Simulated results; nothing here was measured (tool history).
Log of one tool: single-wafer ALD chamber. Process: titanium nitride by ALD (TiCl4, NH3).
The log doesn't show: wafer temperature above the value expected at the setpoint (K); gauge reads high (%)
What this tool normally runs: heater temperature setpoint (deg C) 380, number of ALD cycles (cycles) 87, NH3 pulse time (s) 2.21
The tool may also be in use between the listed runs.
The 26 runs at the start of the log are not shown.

run    hour  heater temperature setpoint (deg C)  number of ALD cycles (cycles)  NH3 pulse time (s)  wafers since the last listed run  hours since the last thermocouple change  hours since the showerhead was replaced  hours since the gauge calibration  read-back reference wafer on the same gauge, thickness_nm  mean film thickness on the monitor wafer (angstrom)
 27   730.1                                  391                             76                2.21                                51                                     363.3                                    274.2                              107.6                                                       1.71                                                17.25
 28   754.7                                  380                             87                2.21                                92                                     387.9                                    298.8                              132.2                                                       1.71                                                19.58
 29   777.9                                  380                             98                1.52                                87                                     411.1                                      322                              155.4                                                      1.711                                                21.59
 30   798.5                                  380                             75                1.36                                77                                     431.7                                    342.6                                176                                                      1.711                                                16.28
 31   814.6                                  374                             80                2.21                                60                                     447.8                                    358.7                              192.1                                                      1.711                                                17.97
 32   849.4                                  380                             82                2.21                               130                                     482.6                                    393.5                              226.9                                                      1.711                                                18.46
 33   865.4                                  393                             82                1.65                                60                                     498.6                                    409.5                              242.9                                                      1.713                                                18.29
 34   895.4                                  380                             87                2.21                               112                                     528.6                                    439.5                              272.9                                                      1.712                                                19.66
 35   918.7                                  384                             76                2.21                                87                                     551.9                                    462.8                              296.2                                                      1.715                                                17.16
 36   936.9                                  368                            104                3.05                                68                                     570.1                                      481                              314.4                                                      1.715                                                23.69
 37   969.4                                  395                             72                2.97                               122                                     602.6                                    513.5                              346.9                                                      1.713                                                16.61
 38   998.1                                  380                             87                2.21                               107                                     631.3                                    542.2                              375.6                                                      1.714                                                19.71
 39  1017.3                                  374                             81                2.78                                72                                     650.5                                    561.4                              394.8                                                      1.715                                                18.49
 40    1049                                  380                             87                1.68                               119                                     682.2                                    593.1                              426.5                                                      1.717                                                19.29
 41    1064                                  388                             73                2.21                                56                                     697.2                                    608.1                              441.5                                                      1.718                                                16.53

Branching from run 41: 3 alternative next runs. What would each branch give?
  A  1064.6                                  387                             87                2.21                                 2                                     697.8                                    608.7                              442.1                                                          ?                                                    ?
  B  1064.6                                  389                             82                1.75                                 2                                     697.8                                    608.7                              442.1                                                          ?                                                    ?
  C  1064.6                                  387                             95                1.84                                 2                                     697.8                                    608.7                              442.1                                                          ?                                                    ?

run  read-back reference wafer on the same gauge, thickness_nm  mean film thickness on the monitor wafer (angstrom)
  A                                                      1.718                                                19.83
  B                                                      1.718                                                18.46
  C                                                      1.718                                                21.41
What these runs would have given with no unlogged condition in the tool:
run  mean film thickness on the monitor wafer (angstrom)
  A                                                19.74
  B                                                18.38
  C                                                21.32

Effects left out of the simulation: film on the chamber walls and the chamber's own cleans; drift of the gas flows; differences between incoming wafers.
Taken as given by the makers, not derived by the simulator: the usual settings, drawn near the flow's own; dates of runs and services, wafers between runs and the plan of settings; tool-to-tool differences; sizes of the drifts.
